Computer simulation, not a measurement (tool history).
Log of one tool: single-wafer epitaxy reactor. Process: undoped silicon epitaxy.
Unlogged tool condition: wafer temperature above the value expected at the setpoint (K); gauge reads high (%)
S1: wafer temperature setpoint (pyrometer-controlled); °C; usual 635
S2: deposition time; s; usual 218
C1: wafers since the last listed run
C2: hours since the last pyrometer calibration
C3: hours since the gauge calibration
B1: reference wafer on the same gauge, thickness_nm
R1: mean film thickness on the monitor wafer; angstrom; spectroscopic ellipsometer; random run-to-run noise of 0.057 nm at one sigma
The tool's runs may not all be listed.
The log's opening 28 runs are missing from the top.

| run | hour | S1 | S2 | C1 | C2 | C3 | B1 | R1 |
|---|---|---|---|---|---|---|---|---|
|  | 918.6 | pyrometer calibrated |
| 29 | 933.2 | 625 | 218 | 80 | 14.6 | 542.9 | 25.419 | 217.65 |
| 30 | 964.7 | 646 | 187 | 168 | 46.1 | 574.4 | 25.394 | 282.58 |
| 31 | 987.3 | 624 | 231 | 121 | 68.7 | 597 | 25.418 | 226.37 |
| 32 | 1006.5 | 629 | 249 | 102 | 87.9 | 616.2 | 25.383 | 268.55 |
| 33 | 1030.7 | 635 | 181 | 129 | 112.1 | 640.4 | 25.413 | 220.86 |
| 34 | 1057.5 | 642 | 218 | 143 | 138.9 | 667.2 | 25.387 | 305.13 |
| 35 | 1074.7 | 635 | 252 | 92 | 156.1 | 684.4 | 25.402 | 308.04 |
| 36 | 1099.1 | 643 | 254 | 130 | 180.5 | 708.8 | 25.392 | 362.27 |
|  | 1099.3 | gauge calibrated |
| 37 | 1128.8 | 643 | 239 | 159 | 210.2 | 29.5 | 25.394 | 341.82 |
| 38 | 1145.8 | 635 | 218 | 91 | 227.2 | 46.5 | 25.416 | 266.35 |
| 39 | 1178 | 641 | 187 | 172 | 259.4 | 78.7 | 25.412 | 256.38 |
| 40 | 1206.2 | 635 | 218 | 150 | 287.6 | 106.9 | 25.411 | 266.43 |

Below are 5 alternative next runs, each starting from the tool's condition after run 40. Predict each:
| A | 1206.7 | 635 | 218 | 2 | 288.1 | 107.4 | ? | ? |
| B | 1206.7 | 629 | 235 | 2 | 288.1 | 107.4 | ? | ? |
| C | 1206.7 | 620 | 229 | 2 | 288.1 | 107.4 | ? | ? |
| D | 1206.7 | 635 | 204 | 2 | 288.1 | 107.4 | ? | ? |
| E | 1206.7 | 642 | 201 | 2 | 288.1 | 107.4 | ? | ? |

| run | B1 | R1 |
|---|---|---|
| A | 25.395 | 266.96 |
| B | 25.395 | 255.35 |
| C | 25.395 | 207.43 |
| D | 25.395 | 249.82 |
| E | 25.395 | 282.49 |
The same runs, with their run-to-run variation unchanged, on a tool lacking any hidden condition would have given:
| run | R1 |
|---|---|
| A | 266.61 |
| B | 255.01 |
| C | 207.15 |
| D | 249.49 |
| E | 282.13 |
